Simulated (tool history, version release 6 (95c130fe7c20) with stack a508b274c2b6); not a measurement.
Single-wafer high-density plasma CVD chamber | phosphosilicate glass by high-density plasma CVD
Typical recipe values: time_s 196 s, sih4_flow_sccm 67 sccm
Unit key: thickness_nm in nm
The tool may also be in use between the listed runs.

run    hour  time_s  sih4_flow_sccm  wafers since the last listed run  hours since the silane flow controller was replaced  hours since the gauge calibration  read-back reference wafer on the same gauge, thickness_nm  thickness_nm
  1       0     196              67                                 0                                               2902.5                              195.1                                                   1530.939      1358.867
  2    69.2     196              67                               486                                               2971.7                              264.3                                                   1531.085       1355.68
  3   150.6     196              67                               572                                               3053.1                              345.7                                                   1529.372      1351.509
  4   231.7     196              67                               570                                               3134.2                              426.8                                                   1530.752      1353.673
  5   279.8     196              67                               338                                               3182.3                              474.9                                                   1529.788      1353.851
  6   356.1     196              67                               536                                               3258.6                              551.2                                                   1530.746      1361.194
  7   412.1     196              67                               394                                               3314.6                              607.2                                                     1530.7       1352.67
  8   498.5     196              67                               607                                                 3401                              693.6                                                    1530.65      1353.033
  9   596.1     196              67                               686                                               3498.6                              791.2                                                   1531.443      1350.017
 10   633.9     223              71                               265                                               3536.4                                829                                                   1530.907       1594.65
 11   699.5     196              67                               461                                                 3602                              894.6                                                   1529.413      1352.072
 12   763.1     196              67                               447                                               3665.6                              958.2                                                   1530.028      1350.326
      821.6  -- gauge calibrated
 13   867.7     196              67                               736                                               3770.2                               46.1                                                   1530.846      1353.996
 14     916     213              67                               339                                               3818.5                               94.4                                                   1529.666      1464.444
 15   970.6     235              70                               384                                               3873.1                                149                                                   1530.425      1660.852
 16  1049.2     167              75                               553                                               3951.7                              227.6                                                   1530.361      1229.692
       1072  -- silane flow controller replaced
 17  1107.7     163              60                               355                                                 35.7                              286.1                                                   1529.347      1093.844
 18  1202.6     160              74                               667                                                130.6                                381                                                   1529.925      1213.987
 19  1251.5     159              80                               344                                                179.5                              429.9                                                   1530.829      1256.446
 20  1297.5     178              62                               323                                                225.5                              475.9                                                   1530.235      1218.881
 21  1354.5     224              79                               401                                                282.5                              532.9                                                   1529.705      1766.583
 22  1408.8     227              79                               382                                                336.8                              587.2                                                   1530.038      1781.267
 23  1451.7     233              67                               301                                                379.7                              630.1                                                   1529.943      1651.358

Alternative continuations, all from the tool just after run 23; predict every row:
  A  1452.2     196              67                                 3                                                380.2                              630.6                                                          ?             ?
  B  1452.2     173              72                                 3                                                380.2                              630.6                                                          ?             ?
  C  1452.2     196              64                                 3                                                380.2                              630.6                                                          ?             ?
  D  1452.2     234              78                                 3                                                380.2                              630.6                                                          ?             ?
  E  1452.2     206              79                                 3                                                380.2                              630.6                                                          ?             ?

run  read-back reference wafer on the same gauge, thickness_nm  thickness_nm
  A                                                    1530.45      1393.372
  B                                                    1530.45      1283.315
  C                                                    1530.45      1357.037
  D                                                    1530.45      1822.571
  E                                                    1530.45      1617.215
Without the tool's hidden state the same runs would have given:
run  thickness_nm
  A      1399.336
  B      1288.809
  C      1362.846
  D      1830.373
  E      1624.138
